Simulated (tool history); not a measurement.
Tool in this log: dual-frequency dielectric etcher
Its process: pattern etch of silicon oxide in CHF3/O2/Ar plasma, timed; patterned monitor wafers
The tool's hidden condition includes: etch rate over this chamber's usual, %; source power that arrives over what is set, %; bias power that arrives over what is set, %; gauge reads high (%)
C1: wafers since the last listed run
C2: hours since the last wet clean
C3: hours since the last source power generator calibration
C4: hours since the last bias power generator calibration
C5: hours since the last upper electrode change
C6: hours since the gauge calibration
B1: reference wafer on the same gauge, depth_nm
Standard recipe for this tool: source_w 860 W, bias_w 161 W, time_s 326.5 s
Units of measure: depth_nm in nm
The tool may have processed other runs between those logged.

Run 1, hour 0.0: usual settings; C1 0; C2 86.7; C3 2747.3; C4 3870.5; C5 3082.8; C6 565.3; B1 756.2. Result: depth_nm 778.5 nm.
Run 2, hour 38.2: usual settings; C1 222; C2 124.9; C3 2785.5; C4 3908.7; C5 3121.0; C6 603.5; B1 753.5. Result: depth_nm 789.0 nm.
Run 3, hour 108.5: usual settings; C1 409; C2 195.2; C3 2855.8; C4 3979.0; C5 3191.3; C6 673.8; B1 754.3. Result: depth_nm 785.8 nm.
Run 4, hour 159.9: usual settings; C1 299; C2 246.6; C3 2907.2; C4 4030.4; C5 3242.7; C6 725.2; B1 755.6. Result: depth_nm 783.7 nm.
Run 5, hour 213.5: usual settings; C1 312; C2 300.2; C3 2960.8; C4 4084.0; C5 3296.3; C6 778.8; B1 753.7. Result: depth_nm 789.7 nm.
Run 6, hour 263.5: usual settings; C1 291; C2 350.2; C3 3010.8; C4 4134.0; C5 3346.3; C6 828.8; B1 753.7. Result: depth_nm 788.3 nm.
Run 7, hour 319.6: usual settings; C1 326; C2 406.3; C3 3066.9; C4 4190.1; C5 3402.4; C6 884.9; B1 755.2. Result: depth_nm 781.9 nm.
At hour 344.5: wet clean of the chamber.
Run 8, hour 369.2: usual settings; C1 149; C2 24.7; C3 3116.5; C4 4239.7; C5 3452.0; C6 934.5; B1 755.5. Result: depth_nm 820.4 nm.
At hour 418.2: upper electrode replaced.
Run 9, hour 418.7: usual settings; C1 148; C2 74.2; C3 3166.0; C4 4289.2; C5 0.5; C6 984.0; B1 754.1. Result: depth_nm 824.9 nm.
Run 10, hour 430.1: usual settings but time_s 273.5 s; C1 66; C2 85.6; C3 3177.4; C4 4300.6; C5 11.9; C6 995.4; B1 754.5. Result: depth_nm 683.9 nm.
Run 11, hour 487.2: usual settings but time_s 273.5 s; C1 332; C2 142.7; C3 3234.5; C4 4357.7; C5 69.0; C6 1052.5; B1 753.9. Result: depth_nm 692.2 nm.
Run 12, hour 515.6: usual settings; C1 165; C2 171.1; C3 3262.9; C4 4386.1; C5 97.4; C6 1080.9; B1 752.5. Result: depth_nm 826.6 nm.
At hour 544.6: wet clean of the chamber, repeated, since the last time left the tool worse.
Run 13, hour 549.4: usual settings; C1 57; C2 4.8; C3 3296.7; C4 4419.9; C5 131.2; C6 1114.7; B1 754.9. Result: depth_nm 785.1 nm.
Run 14, hour 612.1: usual settings but source_w 920 W, time_s 296.0 s; C1 365; C2 67.5; C3 3359.4; C4 4482.6; C5 193.9; C6 1177.4; B1 754.5. Result: depth_nm 731.4 nm.
Run 15, hour 653.7: usual settings but source_w 660 W, bias_w 195 W, time_s 411.0 s; C1 242; C2 109.1; C3 3401.0; C4 4524.2; C5 235.5; C6 1219.0; B1 754.1. Result: depth_nm 954.4 nm.
Run 16, hour 700.4: usual settings; C1 272; C2 155.8; C3 3447.7; C4 4570.9; C5 282.2; C6 1265.7; B1 752.3. Result: depth_nm 787.0 nm.
Run 17, hour 740.7: usual settings; C1 234; C2 196.1; C3 3488.0; C4 4611.2; C5 322.5; C6 1306.0; B1 754.9. Result: depth_nm 791.0 nm.
At hour 780.3: bias power generator calibrated.
At hour 804.8: gauge calibrated.
Run 18, hour 819.4: usual settings but source_w 1020 W; C1 435; C2 274.8; C3 3566.7; C4 39.1; C5 401.2; C6 14.6; B1 754.1. Result: depth_nm 861.2 nm.
At hour 858.5: source power generator calibrated.
Run 19, hour 859.0: usual settings but source_w 730 W, time_s 387.0 s; C1 207; C2 314.4; C3 0.5; C4 78.7; C5 440.8; C6 54.2; B1 755.6. Result: depth_nm 871.1 nm.
Run 20, hour 917.7: usual settings but source_w 800 W, bias_w 131 W, time_s 283.0 s; C1 341; C2 373.1; C3 59.2; C4 137.4; C5 499.5; C6 112.9; B1 755.3. Result: depth_nm 626.4 nm.
Run 21, hour 945.6: usual settings but source_w 1000 W, bias_w 193 W, time_s 406.0 s; C1 162; C2 401.0; C3 87.1; C4 165.3; C5 527.4; C6 140.8; B1 754.7. Result: depth_nm 1132.9 nm.
Run 22, hour 982.2: usual settings; C1 213; C2 437.6; C3 123.7; C4 201.9; C5 564.0; C6 177.4; B1 754.9. Result: depth_nm 802.6 nm.
At hour 1021.6: wet clean of the chamber.
Run 23, hour 1052.1: usual settings; C1 267; C2 30.5; C3 193.6; C4 271.8; C5 633.9; C6 247.3; B1 754.7. Result: depth_nm 783.1 nm.
Run 24, hour 1187.5: usual settings but source_w 740 W, time_s 419.5 s; C1 788; C2 165.9; C3 329.0; C4 407.2; C5 769.3; C6 382.7; B1 753.5. Result: depth_nm 946.2 nm.
Run 25, hour 1222.3: usual settings but source_w 990 W, bias_w 121 W, time_s 423.0 s; C1 202; C2 200.7; C3 363.8; C4 442.0; C5 804.1; C6 417.5; B1 751.6. Result: depth_nm 967.8 nm.

Each row is a separate what-if for the run after 25, all from the same tool condition, not one after another. Results?
Run A, hour 1222.8: usual settings; C1 2; C2 201.2; C3 364.3; C4 442.5; C5 804.6; C6 418.0; B1 ?. Result: depth_nm ?.
Run B, hour 1222.8: usual settings but time_s 298.0 s; C1 2; C2 201.2; C3 364.3; C4 442.5; C5 804.6; C6 418.0; B1 ?. Result: depth_nm ?.
Run C, hour 1222.8: usual settings but source_w 1040 W; C1 2; C2 201.2; C3 364.3; C4 442.5; C5 804.6; C6 418.0; B1 ?. Result: depth_nm ?.

run     B1  depth_nm
  A  752.2     793.3
  B  752.2     724.0
  C  752.2     863.6
Without the tool's unlogged condition, the same runs would have read:
run  depth_nm
  A     782.3
  B     714.0
  C     851.5
